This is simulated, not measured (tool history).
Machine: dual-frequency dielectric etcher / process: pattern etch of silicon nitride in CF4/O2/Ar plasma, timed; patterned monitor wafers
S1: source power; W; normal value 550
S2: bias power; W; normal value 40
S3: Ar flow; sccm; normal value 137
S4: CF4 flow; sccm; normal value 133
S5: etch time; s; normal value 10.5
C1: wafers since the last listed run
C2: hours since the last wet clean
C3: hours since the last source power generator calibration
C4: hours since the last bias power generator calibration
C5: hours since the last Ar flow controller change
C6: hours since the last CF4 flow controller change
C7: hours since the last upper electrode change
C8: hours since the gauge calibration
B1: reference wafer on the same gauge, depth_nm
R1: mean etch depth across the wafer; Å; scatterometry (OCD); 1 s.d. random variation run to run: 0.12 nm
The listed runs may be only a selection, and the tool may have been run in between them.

run   hour   S1  S2   S3   S4    S5   C1     C2      C3      C4      C5      C6      C7     C8     B1     R1
  1    0.0  550  35  137  133  10.5    0  103.1  2336.5  4460.6  1267.1  2660.8  3778.0  293.3  19.60  196.1
       4.3  -- gauge calibrated
  2   27.7  550  35  137  133  10.5  319  130.8  2364.2  4488.3  1294.8  2688.5  3805.7   23.4  19.57  194.2
  3   59.4  550  35  137  133  10.5  365  162.5  2395.9  4520.0  1326.5  2720.2  3837.4   55.1  19.62  193.5
  4   93.6  550  40  159  122  10.5  393  196.7  2430.1  4554.2  1360.7  2754.4  3871.6   89.3  19.62  194.8
  5  114.8  550  45  137  133  10.5  244  217.9  2451.3  4575.4  1381.9  2775.6  3892.8  110.5  19.58  209.5
  6  146.9  550  45  137  133  10.5  369  250.0  2483.4  4607.5  1414.0  2807.7  3924.9  142.6  19.63  205.6
  7  170.2  550  40  137  133  10.5  268  273.3  2506.7  4630.8  1437.3  2831.0  3948.2  165.9  19.59  197.1
     179.6  -- bias power generator calibrated
  8  201.1  550  40  137  133  10.5  309  304.2  2537.6    21.5  1468.2  2861.9  3979.1  196.8  19.62  198.7
  9  220.6  550  40  110  133  12.5  224  323.7  2557.1    41.0  1487.7  2881.4  3998.6  216.3  19.58  239.8
     240.0  -- source power generator calibrated
     262.0  -- upper electrode replaced
 10  262.5  550  45  137  133  10.5  183  365.6    22.5    82.9  1529.6  2923.3     0.5  258.2  19.57  205.0
 11  265.8  550  40  128  133  10.5   38  368.9    25.8    86.2  1532.9  2926.6     3.8  261.5  19.60  196.8
     290.3  -- wet clean of the chamber
 12  290.8  630  30  157  133   9.5   11    0.5    50.8   111.2  1557.9  2951.6    28.8  286.5  19.61  192.3
     297.9  -- CF4 flow controller replaced
     306.9  -- Ar flow controller replaced
 13  307.4  550  35  137  133  10.5   52   17.1    67.4   127.8     0.5     9.5    45.4  303.1  19.61  197.0
     316.8  -- gauge calibrated
 14  331.0  550  40  128  133  10.5  271   40.7    91.0   151.4    24.1    33.1    69.0   14.2  19.61  203.7
 15  357.1  550  40  158  124  10.5  300   66.8   117.1   177.5    50.2    59.2    95.1   40.3  19.63  198.7
 16  391.1  550  49  137  133   9.5  391  100.8   151.1   211.5    84.2    93.2   129.1   74.3  19.62  194.1
 17  405.6  550  40  137  117  10.5  167  115.3   165.6   226.0    98.7   107.7   143.6   88.8  19.61  201.4
 18  433.6  660  40  149  133  13.0  322  143.3   193.6   254.0   126.7   135.7   171.6  116.8  19.62  300.5
 19  464.6  430  40  137  133   7.5  357  174.3   224.6   285.0   157.7   166.7   202.6  147.8  19.60  109.8

The tool's hidden state at each run:
source power that arrives over what is set, %: 0 in every run
bias power that arrives over what is set, %: 0 in every run
Ar flow that arrives over what is set, %: 0 in every run
CF4 flow that arrives over what is set, %: 0 in every run
gauge reads high (%): 0 in every run
H1: etch rate over this chamber's usual, %
run      H1
  1   -2.06
  2   -2.37
  3   -2.73
  4   -3.11
  5   -3.35
  6   -3.71
  7   -3.97
  8   -4.32
  9   -4.53
 10      -5
 11   -5.04
 12  -0.948
 13   -1.13
 14    -1.4
 15   -1.69
 16   -2.07
 17   -2.23
 18   -2.55
 19   -2.89

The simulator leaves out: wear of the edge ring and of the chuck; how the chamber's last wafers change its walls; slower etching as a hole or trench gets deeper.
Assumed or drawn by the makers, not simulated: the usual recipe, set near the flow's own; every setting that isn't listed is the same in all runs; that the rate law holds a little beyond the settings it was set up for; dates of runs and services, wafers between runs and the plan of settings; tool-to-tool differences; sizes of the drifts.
